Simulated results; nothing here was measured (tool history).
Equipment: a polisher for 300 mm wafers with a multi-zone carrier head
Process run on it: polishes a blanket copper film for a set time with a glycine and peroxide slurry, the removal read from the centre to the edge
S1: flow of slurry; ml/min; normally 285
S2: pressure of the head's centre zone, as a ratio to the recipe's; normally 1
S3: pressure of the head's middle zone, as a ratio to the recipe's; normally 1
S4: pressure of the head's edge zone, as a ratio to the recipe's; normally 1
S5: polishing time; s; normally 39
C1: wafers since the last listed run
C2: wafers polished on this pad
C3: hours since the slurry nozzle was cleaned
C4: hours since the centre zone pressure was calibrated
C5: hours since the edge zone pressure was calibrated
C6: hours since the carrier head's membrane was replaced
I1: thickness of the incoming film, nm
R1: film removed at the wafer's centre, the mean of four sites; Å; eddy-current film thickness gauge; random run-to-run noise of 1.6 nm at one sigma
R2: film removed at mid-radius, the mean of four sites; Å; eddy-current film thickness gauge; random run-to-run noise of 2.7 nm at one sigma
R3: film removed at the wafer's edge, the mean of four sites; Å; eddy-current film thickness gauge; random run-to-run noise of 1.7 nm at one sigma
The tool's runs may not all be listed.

run 1 day=0 | S1=210 S2=1 S3=1 S4=1 S5=39 | C1=0 C2=2197 C3=51 C4=1016.2 C5=191.6 C6=75.4 | I1=1301 | R1=2402 R2=2359 R3=2419
-- day=0.958 worn pad replaced by a new one
run 2 day=2.95 | S1=210 S2=1 S3=1 S4=1 S5=39 | C1=457 C2=327 C3=121.8 C4=1087 C5=262.4 C6=146.2 | I1=1292.4 | R1=2335 R2=2353 R3=2394
run 3 day=5.221 | S1=210 S2=1 S3=1 S4=1 S5=39 | C1=373 C2=701 C3=176.3 C4=1141.5 C5=316.9 C6=200.7 | I1=1286.1 | R1=2341 R2=2303 R3=2375
run 4 day=6.946 | S1=315 S2=1 S3=1 S4=0.95 S5=39 | C1=283 C2=985 C3=217.7 C4=1182.9 C5=358.3 C6=242.1 | I1=1306 | R1=2488 R2=2420 R3=2423
-- day=9.346 edge zone pressure recalibrated
run 5 day=9.8 | S1=315 S2=1 S3=1 S4=0.95 S5=39 | C1=455 C2=1441 C3=286.2 C4=1251.4 C5=10.9 C6=310.6 | I1=1309.4 | R1=2483 R2=2435 R3=2406
run 6 day=12.275 | S1=315 S2=1 S3=1 S4=0.95 S5=39 | C1=407 C2=1848 C3=345.6 C4=1310.8 C5=70.3 C6=370 | I1=1273.1 | R1=2445 R2=2438 R3=2420
-- day=13.625 slurry nozzle cleaned, repeated, since the last time left the tool worse
run 7 day=14.462 | S1=285 S2=1 S3=1 S4=1 S5=39 | C1=353 C2=2201 C3=20.1 C4=1363.3 C5=122.8 C6=422.5 | I1=1305.3 | R1=2664 R2=2561 R3=2591
-- day=14.696 worn pad replaced by a new one
-- day=15.038 centre zone pressure recalibrated
run 8 day=16.888 | S1=315 S2=1 S3=1 S4=0.95 S5=39 | C1=357 C2=346 C3=78.3 C4=44.4 C5=181 C6=480.7 | I1=1281.6 | R1=2668 R2=2616 R3=2541
run 9 day=18.188 | S1=285 S2=1 S3=1.06 S4=0.96 S5=39 | C1=213 C2=560 C3=109.5 C4=75.6 C5=212.2 C6=511.9 | I1=1264.8 | R1=2618 R2=2724 R3=2523
run 10 day=20.688 | S1=325 S2=1 S3=1 S4=1.08 S5=39 | C1=411 C2=972 C3=169.5 C4=135.6 C5=272.2 C6=571.9 | I1=1302.8 | R1=2675 R2=2596 R3=2690
run 11 day=22.392 | S1=315 S2=1 S3=1 S4=0.95 S5=39 | C1=280 C2=1252 C3=210.4 C4=176.5 C5=313.1 C6=612.8 | I1=1313.8 | R1=2647 R2=2641 R3=2531
run 12 day=25.062 | S1=285 S2=1 S3=1 S4=1 S5=39 | C1=439 C2=1691 C3=274.5 C4=240.6 C5=377.2 C6=676.9 | I1=1276.7 | R1=2631 R2=2544 R3=2566
-- day=27.608 edge zone pressure recalibrated
-- day=27.688 carrier head's membrane replaced by a new one
run 13 day=27.862 | S1=315 S2=1.12 S3=1.04 S4=1 S5=31 | C1=434 C2=2126 C3=341.7 C4=307.8 C5=6.1 C6=4.2 | I1=1281.4 | R1=2225 R2=2130 R3=2058
-- day=28.196 slurry nozzle cleaned
-- day=28.654 worn pad replaced by a new one
run 14 day=29.862 | S1=285 S2=1 S3=1 S4=1 S5=39 | C1=294 C2=198 C3=40 C4=355.8 C5=54.1 C6=52.2 | I1=1298 | R1=2637 R2=2557 R3=2589
run 15 day=31.1 | S1=285 S2=1 S3=1 S4=1 S5=39 | C1=203 C2=402 C3=69.7 C4=385.5 C5=83.8 C6=81.9 | I1=1283.7 | R1=2665 R2=2595 R3=2565

Predict the results of run 16:
run 16 day=32.812 | S1=285 S2=1 S3=1 S4=0.97 S5=39 | C1=281 C2=684 C3=110.8 C4=426.6 C5=124.9 C6=123 | I1=1286.9 | R1=? R2=? R3=?

Run 16 produced R1 2614 Å, R2 2568 Å, R3 2507 Å.
With no hidden state in the tool, this same run would have given R1 2637 Å, R2 2589 Å, R3 2523 Å.

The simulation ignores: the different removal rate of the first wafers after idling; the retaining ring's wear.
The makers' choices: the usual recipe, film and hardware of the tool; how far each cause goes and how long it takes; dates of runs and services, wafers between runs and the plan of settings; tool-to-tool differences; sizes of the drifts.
